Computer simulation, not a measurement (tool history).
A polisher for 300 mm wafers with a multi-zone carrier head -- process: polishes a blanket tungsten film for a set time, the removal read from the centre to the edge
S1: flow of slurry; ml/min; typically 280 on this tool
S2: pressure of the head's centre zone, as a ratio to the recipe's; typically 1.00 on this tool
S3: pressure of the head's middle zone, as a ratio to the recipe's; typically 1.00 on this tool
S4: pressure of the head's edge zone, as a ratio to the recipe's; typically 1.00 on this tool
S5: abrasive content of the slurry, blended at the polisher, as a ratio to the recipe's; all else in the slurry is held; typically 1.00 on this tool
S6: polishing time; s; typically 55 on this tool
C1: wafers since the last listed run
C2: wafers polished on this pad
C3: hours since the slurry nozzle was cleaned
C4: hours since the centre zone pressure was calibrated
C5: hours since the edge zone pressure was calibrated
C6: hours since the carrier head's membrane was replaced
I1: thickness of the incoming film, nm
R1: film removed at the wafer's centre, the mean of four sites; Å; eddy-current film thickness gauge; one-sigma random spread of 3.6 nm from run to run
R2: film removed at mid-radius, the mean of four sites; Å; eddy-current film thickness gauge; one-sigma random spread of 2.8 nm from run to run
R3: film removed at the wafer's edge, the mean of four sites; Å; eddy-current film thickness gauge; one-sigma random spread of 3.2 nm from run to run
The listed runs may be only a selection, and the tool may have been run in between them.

run,hour,S1,S2,S3,S4,S5,S6,C1,C2,C3,C4,C5,C6,I1,R1,R2,R3
1,0.0,280,1.00,1.00,1.00,1.00,55,0,3432,376.4,169.6,610.4,1728.4,934.0,2585,2618,2550
# hour 16.8: edge zone pressure recalibrated
# hour 44.4: carrier head's membrane replaced by a new one
2,53.0,280,1.00,1.00,1.00,1.00,55,591,4024,429.4,222.6,36.2,8.6,931.7,2537,2528,2482
# hour 61.4: worn pad replaced by a new one
3,101.6,280,1.00,1.00,1.09,1.00,55,573,516,478.0,271.2,84.8,57.2,937.5,2701,2734,2790
4,132.5,280,1.00,1.00,1.09,1.00,55,397,913,508.9,302.1,115.7,88.1,938.7,2674,2731,2762
5,194.2,280,1.00,1.00,1.00,1.00,55,793,1707,570.6,363.8,177.4,149.8,947.5,2606,2750,2620
# hour 229.8: slurry nozzle cleaned
6,239.0,280,1.00,0.88,1.00,1.00,64,563,2270,9.2,408.6,222.2,194.6,923.2,3015,2814,2990
7,267.2,280,1.00,1.00,1.00,1.00,55,362,2633,37.4,436.8,250.4,222.8,952.9,2561,2669,2559
8,310.1,280,0.91,0.90,0.96,1.00,46,551,3184,80.3,479.7,293.3,265.7,943.3,1914,2031,2075
9,375.2,280,1.00,1.00,1.00,1.00,55,837,4021,145.4,544.8,358.4,330.8,941.9,2356,2501,2520
# hour 420.9: worn pad replaced by a new one
10,432.8,280,1.00,1.00,1.10,1.00,55,689,153,203.0,602.4,416.0,388.4,956.0,2658,2787,2811
11,494.3,280,1.00,1.00,1.00,1.00,55,790,943,264.5,663.9,477.5,449.9,937.7,2567,2729,2717
12,551.0,280,0.92,1.00,1.11,0.85,55,729,1672,321.2,720.6,534.2,506.6,960.1,2326,2683,2703
13,617.1,280,1.05,1.00,1.05,1.00,55,849,2522,387.3,786.7,600.3,572.7,929.0,2565,2726,2699
# hour 635.7: edge zone pressure recalibrated
14,667.7,220,0.93,1.00,1.00,1.00,49,624,3147,437.9,837.3,32.0,623.3,937.9,1939,2304,2237
15,711.5,280,0.89,1.00,1.00,1.00,55,563,3710,481.7,881.1,75.8,667.1,939.5,2072,2567,2580

Run 16 has not been measured yet. What should we expect?
16,776.2,280,1.00,1.00,1.00,1.00,55,831,4542,546.4,945.8,140.5,731.8,948.7,?,?,?

R1: 2203 Å
R2: 2505 Å
R3: 2389 Å
Minus the tool's unlogged condition, the same run would have read R1 2766 Å, R2 2796 Å, R3 2667 Å.

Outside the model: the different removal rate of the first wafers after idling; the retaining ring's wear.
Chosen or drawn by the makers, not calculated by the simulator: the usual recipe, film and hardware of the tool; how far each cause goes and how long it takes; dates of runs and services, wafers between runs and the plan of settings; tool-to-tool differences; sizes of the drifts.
